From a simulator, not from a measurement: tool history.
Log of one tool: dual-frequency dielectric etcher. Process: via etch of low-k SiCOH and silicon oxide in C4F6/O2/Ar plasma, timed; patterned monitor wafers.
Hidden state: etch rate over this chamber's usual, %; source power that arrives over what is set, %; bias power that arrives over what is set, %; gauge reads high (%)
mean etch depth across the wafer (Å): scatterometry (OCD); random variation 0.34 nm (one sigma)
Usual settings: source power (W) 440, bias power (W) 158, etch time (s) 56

run,hour,source power (W),bias power (W),etch time (s),wafers since the last listed run,hours since the last wet clean,hours since the last source power generator calibration,hours since the last bias power generator calibration,hours since the last upper electrode change,hours since the gauge calibration,"read-back reference wafer on the same gauge, depth_nm",mean etch depth across the wafer (Å)
1,0,440,158,56,0,179.9,2634.5,4038.5,3253.8,251.1,173.1,1474
2,8.3,440,158,56,105,188.2,2642.8,4046.8,3262.1,259.4,173,1476
3,25.3,440,158,56,216,205.2,2659.8,4063.8,3279.1,276.4,172.9,1470
4,41.8,440,158,56,210,221.7,2676.3,4080.3,3295.6,292.9,173,1470
5,51.2,440,158,56,119,231.1,2685.7,4089.7,3305,302.3,173,1471
6,60.3,440,158,56,115,240.2,2694.8,4098.8,3314.1,311.4,172.9,1467
7,72,440,158,56,148,251.9,2706.5,4110.5,3325.8,323.1,173,1475
8,81.1,440,158,56,115,261,2715.6,4119.6,3334.9,332.2,173,1479
9,89.2,440,127,56,103,269.1,2723.7,4127.7,3343,340.3,173,1348
# hour 99.6: bias power generator calibrated
10,100.1,440,127,56,87,280,2734.6,0.5,3353.9,351.2,173,1347
11,111.1,440,127,56,140,291,2745.6,11.5,3364.9,362.2,173,1346
12,128.8,440,158,56,225,308.7,2763.3,29.2,3382.6,379.9,172.9,1470
13,135,440,158,48,78,314.9,2769.5,35.4,3388.8,386.1,173.1,1259
# hour 144.1: gauge calibrated
14,148.9,540,184,39.5,176,328.8,2783.4,49.3,3402.7,4.8,173,1191
15,159.6,510,177,50.5,136,339.5,2794.1,60,3413.4,15.5,173,1464
# hour 185.9: source power generator calibrated
# hour 193.7: upper electrode replaced
16,194.2,390,118,49.5,291,374.1,8.3,94.6,0.5,50.1,173,1098
17,194.5,370,125,63,3,374.4,8.6,94.9,0.8,50.4,172.8,1409
18,200.8,440,158,56,80,380.7,14.9,101.2,7.1,56.7,173,1461
# hour 232.5: wet clean of the chamber
19,233,440,158,56,104,0.5,47.1,133.4,39.3,88.9,173,1481
20,233.4,440,134,56,5,0.9,47.5,133.8,39.7,89.3,173.1,1387
21,233.7,440,158,56,3,1.2,47.8,134.1,40,89.6,172.9,1490
22,247.8,440,183,67,179,15.3,61.9,148.2,54.1,103.7,173,1888
23,261.1,540,184,39.5,169,28.6,75.2,161.5,67.4,117,172.9,1199
24,273.4,350,122,63,156,40.9,87.5,173.8,79.7,129.3,172.9,1376
25,286.4,480,158,56,165,53.9,100.5,186.8,92.7,142.3,173,1528
26,292.5,440,158,49.5,77,60,106.6,192.9,98.8,148.4,173,1309
27,304.8,500,125,63.5,156,72.3,118.9,205.2,111.1,160.7,173,1612
28,313.9,440,158,56,115,81.4,128,214.3,120.2,169.8,173,1478
29,327.6,530,158,56,174,95.1,141.7,228,133.9,183.5,172.9,1592

5 ways to go on from here, each from the tool as it stands after run 29. What would each give?
A,328,440,158,56,5,95.5,142.1,228.4,134.3,183.9,?,?
B,328,520,158,56,5,95.5,142.1,228.4,134.3,183.9,?,?
C,328,490,169,63,5,95.5,142.1,228.4,134.3,183.9,?,?
D,328,330,158,39,5,95.5,142.1,228.4,134.3,183.9,?,?
E,328,440,158,65.5,5,95.5,142.1,228.4,134.3,183.9,?,?

run,"read-back reference wafer on the same gauge, depth_nm",mean etch depth across the wafer (Å)
A,172.9,1477
B,172.9,1573
C,172.9,1777
D,172.9,923
E,172.9,1727
Without the tool's hidden state the same runs would have given:
run,mean etch depth across the wafer (Å)
A,1479
B,1575
C,1780
D,925
E,1729
